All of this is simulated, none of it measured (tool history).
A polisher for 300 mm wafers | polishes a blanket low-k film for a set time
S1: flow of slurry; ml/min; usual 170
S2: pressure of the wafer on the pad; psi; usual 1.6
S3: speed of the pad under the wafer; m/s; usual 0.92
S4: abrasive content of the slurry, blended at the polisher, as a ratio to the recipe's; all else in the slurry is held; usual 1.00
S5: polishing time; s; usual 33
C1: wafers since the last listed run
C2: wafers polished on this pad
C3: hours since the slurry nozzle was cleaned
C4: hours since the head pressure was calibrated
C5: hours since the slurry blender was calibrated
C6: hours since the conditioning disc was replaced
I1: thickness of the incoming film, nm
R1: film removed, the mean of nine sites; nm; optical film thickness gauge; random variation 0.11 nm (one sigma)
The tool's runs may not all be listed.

| run | day | S1 | S2 | S3 | S4 | S5 | C1 | C2 | C3 | C4 | C5 | C6 | I1 | R1 |
|---|---|---|---|---|---|---|---|---|---|---|---|---|---|---|
| 1 | 0.000 | 170 | 1.6 | 0.92 | 1.00 | 33 | 0 | 341 | 26.2 | 542.6 | 400.1 | 7.4 | 630.9 | 10.3 |
|  | 0.288 | slurry blender recalibrated |
|  | 4.162 | head pressure recalibrated |
| 2 | 4.325 | 170 | 1.6 | 0.92 | 1.00 | 33 | 1520 | 1861 | 130.0 | 3.9 | 96.9 | 111.2 | 629.2 | 9.9 |
| 3 | 7.288 | 170 | 1.6 | 0.92 | 1.00 | 33 | 1083 | 2944 | 201.1 | 75.0 | 168.0 | 182.3 | 654.0 | 9.8 |
| 4 | 10.638 | 195 | 1.6 | 0.92 | 1.00 | 33 | 1224 | 4169 | 281.5 | 155.4 | 248.4 | 262.7 | 637.0 | 9.7 |
|  | 13.321 | worn pad replaced by a new one |
| 5 | 14.012 | 170 | 1.6 | 0.92 | 0.80 | 33 | 1172 | 252 | 362.5 | 236.4 | 329.4 | 343.7 | 633.5 | 8.9 |
|  | 14.162 | conditioning disc replaced and pad reconditioned |
| 6 | 16.638 | 170 | 1.6 | 0.92 | 0.80 | 33 | 929 | 1181 | 425.5 | 299.4 | 392.4 | 59.4 | 645.9 | 8.8 |
|  | 17.383 | slurry blender recalibrated |
| 7 | 19.171 | 170 | 1.6 | 0.92 | 0.80 | 33 | 895 | 2077 | 486.3 | 360.2 | 42.9 | 120.2 | 639.3 | 8.7 |
| 8 | 22.842 | 215 | 1.6 | 0.92 | 1.25 | 33 | 1341 | 3419 | 574.4 | 448.3 | 131.0 | 208.3 | 635.6 | 11.1 |
|  | 25.383 | slurry nozzle cleaned |
| 9 | 25.479 | 170 | 1.6 | 0.92 | 1.00 | 33 | 948 | 4368 | 2.3 | 511.6 | 194.3 | 271.6 | 638.8 | 9.5 |
|  | 26.317 | conditioning disc replaced and pad reconditioned |
|  | 26.812 | worn pad replaced by a new one |
| 10 | 27.688 | 170 | 1.6 | 0.92 | 1.00 | 33 | 715 | 319 | 55.3 | 564.6 | 247.3 | 32.9 | 639.5 | 10.5 |
| 11 | 30.162 | 205 | 2.1 | 0.92 | 1.00 | 33 | 904 | 1224 | 114.7 | 624.0 | 306.7 | 92.3 | 634.6 | 13.9 |
| 12 | 32.988 | 170 | 1.2 | 0.78 | 1.00 | 33 | 1032 | 2257 | 182.5 | 691.8 | 374.5 | 160.1 | 639.7 | 7.0 |
| 13 | 35.096 | 170 | 1.4 | 0.74 | 1.00 | 33 | 770 | 3027 | 233.1 | 742.4 | 425.1 | 210.7 | 631.2 | 7.8 |
|  | 35.629 | slurry blender recalibrated |
|  | 36.046 | head pressure recalibrated |
| 14 | 38.288 | 170 | 2.1 | 0.92 | 0.85 | 33 | 1105 | 4133 | 309.7 | 53.8 | 63.8 | 287.3 | 630.5 | 11.5 |
|  | 39.921 | worn pad replaced by a new one |
|  | 40.067 | conditioning disc replaced and pad reconditioned |
| 15 | 40.475 | 170 | 1.6 | 0.92 | 1.00 | 33 | 708 | 172 | 362.2 | 106.3 | 116.3 | 9.8 | 650.1 | 10.4 |
| 16 | 44.662 | 215 | 1.6 | 0.92 | 1.15 | 38 | 1530 | 1702 | 462.7 | 206.8 | 216.8 | 110.3 | 641.3 | 13.2 |
| 17 | 48.933 | 170 | 1.6 | 1.14 | 0.80 | 33 | 1561 | 3264 | 565.2 | 309.3 | 319.3 | 212.8 | 635.1 | 9.9 |
|  | 51.858 | conditioning disc replaced and pad reconditioned |
| 18 | 52.125 | 170 | 1.6 | 0.92 | 1.00 | 33 | 1136 | 4400 | 641.8 | 385.9 | 395.9 | 6.4 | 642.0 | 9.7 |
|  | 53.358 | slurry blender recalibrated |
|  | 53.908 | worn pad replaced by a new one |
|  | 54.988 | slurry nozzle cleaned |
| 19 | 56.238 | 170 | 1.6 | 0.92 | 0.90 | 33 | 1396 | 836 | 30.0 | 484.6 | 69.1 | 105.1 | 629.4 | 9.6 |
| 20 | 59.583 | 170 | 1.6 | 0.92 | 1.00 | 33 | 1223 | 2060 | 110.3 | 564.9 | 149.4 | 185.4 | 639.6 | 10.1 |
| 21 | 62.946 | 170 | 1.2 | 1.00 | 1.00 | 33 | 1229 | 3289 | 191.0 | 645.6 | 230.1 | 266.1 | 631.9 | 7.9 |
|  | 65.188 | conditioning disc replaced and pad reconditioned |
| 22 | 66.942 | 170 | 1.6 | 0.92 | 1.25 | 27 | 1430 | 4719 | 286.9 | 741.5 | 326.0 | 42.1 | 647.0 | 8.7 |

Forecast each of these 3 alternatives for the next run:
| A | 66.958 | 170 | 1.6 | 0.92 | 1.00 | 33 | 6 | 4725 | 287.3 | 741.9 | 326.4 | 42.5 | 634.9 | ? |
| B | 66.958 | 200 | 1.6 | 0.92 | 1.00 | 33 | 6 | 4725 | 287.3 | 741.9 | 326.4 | 42.5 | 634.9 | ? |
| C | 66.958 | 170 | 1.6 | 0.92 | 1.20 | 33 | 6 | 4725 | 287.3 | 741.9 | 326.4 | 42.5 | 634.9 | ? |

| run | R1 |
|---|---|
| A | 9.6 |
| B | 9.8 |
| C | 10.5 |
Without the tool's hidden state the same runs would have given:
| run | R1 |
|---|---|
| A | 10.4 |
| B | 10.6 |
| C | 11.3 |

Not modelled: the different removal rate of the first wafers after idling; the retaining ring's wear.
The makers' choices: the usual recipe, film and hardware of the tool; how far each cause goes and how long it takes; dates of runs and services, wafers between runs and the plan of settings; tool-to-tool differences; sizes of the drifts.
